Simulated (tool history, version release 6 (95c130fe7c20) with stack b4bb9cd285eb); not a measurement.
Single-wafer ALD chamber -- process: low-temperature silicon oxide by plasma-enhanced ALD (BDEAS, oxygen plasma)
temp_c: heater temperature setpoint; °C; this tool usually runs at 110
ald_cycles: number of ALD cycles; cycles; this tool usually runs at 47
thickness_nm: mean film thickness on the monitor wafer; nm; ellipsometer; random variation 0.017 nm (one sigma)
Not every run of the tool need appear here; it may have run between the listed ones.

run   hour  temp_c  ald_cycles  wafers since the last listed run  hours since the last thermocouple change  hours since the gauge calibration  read-back reference wafer on the same gauge, thickness_nm  thickness_nm
  1      0     110          47                                 0                                    1971.3                               49.1                                                      7.538          6.99
  2   35.1     110          47                               169                                    2006.4                               84.2                                                      7.542         6.972
  3   47.1     110          47                                57                                    2018.4                               96.2                                                      7.536         6.978
  4   61.1     110          47                                67                                    2032.4                              110.2                                                      7.534         6.983
  5     75     110          47                                67                                    2046.3                              124.1                                                      7.538          6.98
  6   88.1     110          47                                63                                    2059.4                              137.2                                                      7.545         6.991
  7  102.5     110          47                                69                                    2073.8                              151.6                                                      7.542         7.011
     113.2  -- gauge calibrated
  8  115.5     110          47                                62                                    2086.8                                2.3                                                      7.542         6.989
  9  130.1     110          47                                70                                    2101.4                               16.9                                                      7.541         6.976
 10  139.7     110          47                                46                                      2111                               26.5                                                      7.537         6.994
     163.2  -- thermocouple changed; heater temperature recalibrated
 11  163.7     110          47                                77                                       0.5                               50.5                                                      7.541          6.98
 12  169.8     110          47                                29                                       6.6                               56.6                                                       7.54         7.007
 13  183.6     103          44                                66                                      20.4                               70.4                                                      7.539          6.61
 14    192      98          42                                40                                      28.8                               78.8                                                      7.537         6.396
 15  201.9     121          51                                47                                      38.7                               88.7                                                       7.54         7.424
 16  215.6     116          52                                66                                      52.4                              102.4                                                      7.537         7.628
 17    226     100          45                                50                                      62.8                              112.8                                                      7.537         6.818
 18  235.1     100          50                                43                                      71.9                              121.9                                                      7.539         7.567
 19  252.7     110          47                                84                                      89.5                              139.5                                                      7.544          6.96
 20  264.5     102          52                                56                                     101.3                              151.3                                                      7.547         7.851
 21  271.2     110          50                                32                                       108                                158                                                      7.544         7.432
 22  287.6     110          47                                79                                     124.4                              174.4                                                      7.543         6.948

Consider 5 possible next runs. They are alternatives, not a sequence: every one starts from the tool as it was left by run 22. What does each give?
  A  288.1     110          40                                 2                                     124.9                              174.9                                                          ?             ?
  B  288.1     117          47                                 2                                     124.9                              174.9                                                          ?             ?
  C  288.1     102          54                                 2                                     124.9                              174.9                                                          ?             ?
  D  288.1     116          41                                 2                                     124.9                              174.9                                                          ?             ?
  E  288.1     115          47                                 2                                     124.9                              174.9                                                          ?             ?

run  read-back reference wafer on the same gauge, thickness_nm  thickness_nm
  A                                                       7.54         5.948
  B                                                       7.54         6.903
  C                                                       7.54         8.142
  D                                                       7.54         6.032
  E                                                       7.54         6.927
The same runs, with their run-to-run variation unchanged, on a tool lacking any hidden condition would have given:
run  thickness_nm
  A         5.948
  B         6.903
  C         8.142
  D         6.032
  E         6.927
